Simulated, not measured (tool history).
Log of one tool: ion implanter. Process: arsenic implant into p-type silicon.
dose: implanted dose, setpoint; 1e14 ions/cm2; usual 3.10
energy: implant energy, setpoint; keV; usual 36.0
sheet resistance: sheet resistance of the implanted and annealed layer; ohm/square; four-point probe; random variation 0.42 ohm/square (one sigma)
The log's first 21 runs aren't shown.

run,hour,dose,energy,wafers since the last listed run,hours since the last dose calibration,hours since the extraction supply was calibrated,hours since the gauge calibration,"read-back reference wafer on the same gauge, sheet resistance",sheet resistance
# hour 1063.8: extraction supply calibrated
22,1126.2,2.28,24.5,1521,2032.0,62.4,230.5,240.79,365.53
23,1186.3,3.10,36.0,690,2092.1,122.5,290.6,240.94,275.34
24,1218.7,3.66,36.0,372,2124.5,154.9,323.0,240.93,243.84
# hour 1261.3: Faraday cup replaced and dose calibrated
25,1261.8,2.31,31.5,403,0.5,198.0,366.1,240.92,350.60
26,1311.4,3.59,46.5,569,50.1,247.6,415.7,240.74,239.69
27,1347.7,2.30,36.0,416,86.4,283.9,452.0,240.83,344.46
28,1374.8,3.10,36.0,311,113.5,311.0,479.1,240.86,277.32
29,1432.3,3.86,42.5,660,171.0,368.5,536.6,240.89,229.93
30,1464.3,3.10,36.0,367,203.0,400.5,568.6,241.01,277.18
31,1643.3,3.59,45.5,2055,382.0,579.5,747.6,240.85,238.66
32,1715.0,2.69,27.5,823,453.7,651.2,819.3,241.16,318.16
33,1764.7,3.10,36.0,570,503.4,700.9,869.0,240.86,275.72
34,1816.5,2.52,27.5,594,555.2,752.7,920.8,240.99,334.73
35,1852.0,2.59,33.0,407,590.7,788.2,956.3,240.90,319.11

5 ways to go on from here, each from the tool as it stands after run 35. What would each give?
A,1852.4,3.10,36.0,4,591.1,788.6,956.7,?,?
B,1852.4,2.23,45.5,4,591.1,788.6,956.7,?,?
C,1852.4,2.38,25.0,4,591.1,788.6,956.7,?,?
D,1852.4,2.56,44.0,4,591.1,788.6,956.7,?,?
E,1852.4,3.97,46.0,4,591.1,788.6,956.7,?,?

run,"read-back reference wafer on the same gauge, sheet resistance",sheet resistance
A,240.98,276.06
B,240.98,338.27
C,240.98,353.82
D,240.98,307.93
E,240.98,221.51
Without the tool's hidden state the same runs would have given:
run,sheet resistance
A,277.91
B,340.47
C,356.19
D,309.96
E,223.01

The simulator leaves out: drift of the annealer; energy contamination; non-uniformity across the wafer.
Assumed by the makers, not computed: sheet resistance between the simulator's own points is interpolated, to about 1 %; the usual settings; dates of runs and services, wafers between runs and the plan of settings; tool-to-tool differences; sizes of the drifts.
